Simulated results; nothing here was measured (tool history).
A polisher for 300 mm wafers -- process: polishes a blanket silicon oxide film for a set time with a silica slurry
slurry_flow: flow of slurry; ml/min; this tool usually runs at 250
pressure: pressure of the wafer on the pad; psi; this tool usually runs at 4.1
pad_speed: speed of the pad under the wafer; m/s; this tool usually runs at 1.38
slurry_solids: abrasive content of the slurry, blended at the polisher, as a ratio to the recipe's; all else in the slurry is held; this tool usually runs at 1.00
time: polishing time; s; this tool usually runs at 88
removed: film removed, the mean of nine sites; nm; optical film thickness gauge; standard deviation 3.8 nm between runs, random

| run | hour | slurry_flow | pressure | pad_speed | slurry_solids | time | incoming thickness of the incoming film, nm | removed |
|---|---|---|---|---|---|---|---|---|
| 1 | 0.0 | 250 | 4.1 | 1.38 | 1.00 | 88 | 976.1 | 353.4 |
|  | 45.9 | slurry blender recalibrated |
| 2 | 75.8 | 250 | 4.1 | 1.38 | 1.00 | 88 | 960.6 | 357.3 |
| 3 | 179.5 | 250 | 4.1 | 1.38 | 1.00 | 88 | 964.4 | 352.9 |
| 4 | 255.9 | 250 | 4.1 | 1.38 | 1.00 | 88 | 956.6 | 347.7 |
|  | 266.2 | worn pad replaced by a new one |
| 5 | 343.3 | 250 | 4.1 | 1.38 | 1.00 | 88 | 963.3 | 349.7 |
|  | 476.9 | slurry blender recalibrated |
|  | 523.5 | conditioning disc replaced and pad reconditioned |
| 6 | 528.4 | 250 | 4.1 | 1.38 | 1.00 | 88 | 969.6 | 337.9 |
|  | 571.9 | slurry nozzle cleaned |
|  | 604.9 | head pressure recalibrated |
| 7 | 625.3 | 250 | 4.1 | 1.38 | 1.00 | 88 | 969.0 | 361.2 |
|  | 680.6 | worn pad replaced by a new one |
| 8 | 719.1 | 250 | 4.1 | 1.38 | 1.00 | 94 | 955.4 | 382.9 |
| 9 | 821.6 | 250 | 4.1 | 1.38 | 1.00 | 94 | 989.3 | 375.5 |
| 10 | 888.9 | 250 | 4.1 | 1.38 | 1.00 | 94 | 981.3 | 382.3 |
|  | 924.5 | slurry blender recalibrated |
| 11 | 996.8 | 180 | 4.1 | 1.38 | 1.10 | 88 | 956.6 | 359.0 |
|  | 1032.0 | conditioning disc replaced and pad reconditioned |
| 12 | 1100.8 | 180 | 4.1 | 1.38 | 1.10 | 88 | 986.2 | 356.2 |
|  | 1143.9 | worn pad replaced by a new one |
| 13 | 1313.0 | 195 | 3.7 | 1.38 | 1.00 | 88 | 969.1 | 292.4 |
|  | 1349.9 | slurry nozzle cleaned |
|  | 1385.8 | slurry blender recalibrated |
| 14 | 1416.6 | 195 | 4.5 | 1.38 | 1.00 | 88 | 965.3 | 379.3 |
| 15 | 1501.9 | 250 | 4.1 | 1.08 | 1.00 | 88 | 953.7 | 309.1 |
|  | 1526.4 | worn pad replaced by a new one |
| 16 | 1561.6 | 250 | 4.1 | 1.38 | 1.00 | 88 | 966.7 | 358.4 |
|  | 1639.3 | conditioning disc replaced and pad reconditioned |
| 17 | 1647.2 | 250 | 4.1 | 1.38 | 1.00 | 88 | 973.3 | 357.3 |
|  | 1732.1 | head pressure recalibrated |
| 18 | 1744.2 | 320 | 4.1 | 1.38 | 0.75 | 109 | 958.7 | 364.2 |
| 19 | 1789.5 | 250 | 4.1 | 1.38 | 1.00 | 102 | 965.2 | 415.5 |
|  | 1818.1 | slurry blender recalibrated |
| 20 | 1882.6 | 160 | 4.1 | 1.38 | 1.30 | 97 | 953.4 | 415.4 |
| 21 | 1942.0 | 250 | 4.1 | 1.38 | 1.00 | 88 | 967.8 | 353.6 |
|  | 2032.9 | worn pad replaced by a new one |
| 22 | 2043.0 | 250 | 5.2 | 1.38 | 1.00 | 88 | 979.2 | 437.4 |
|  | 2073.5 | slurry nozzle cleaned |
| 23 | 2151.0 | 250 | 4.1 | 1.38 | 1.00 | 88 | 974.5 | 363.1 |
| 24 | 2202.6 | 250 | 4.1 | 0.94 | 1.00 | 88 | 978.4 | 279.9 |

How would selected steps in removed from run to run divide? Give the signed amount a tool lacking its hidden state would still show from settings, what came in and random variation, and the signed amount left for the hidden state, including any gauge scatter that is not in both of the compared results.
Hidden conditions of the tool in this case: removal rate lost through wear of the pad, %; slurry flow missing at the pad, %; deviation of the head's pressure from its setpoint, %; abrasive missing from the slurry, %; time polished since the conditioner stopped cutting, s.
Run 13 -> 14: pressure 3.7 -> 4.5, slurry nozzle cleaned, slurry blender recalibrated. removed +86.9 nm: hidden state +20.6, all else +66.3.
Run 21 -> 22: pressure 4.1 -> 5.2, worn pad replaced by a new one. removed +83.8 nm: hidden state -8.5, all else +92.3.
Run 22 -> 23: pressure 5.2 -> 4.1, slurry nozzle cleaned. removed -74.3 nm: hidden state +21.7, all else -96.0.
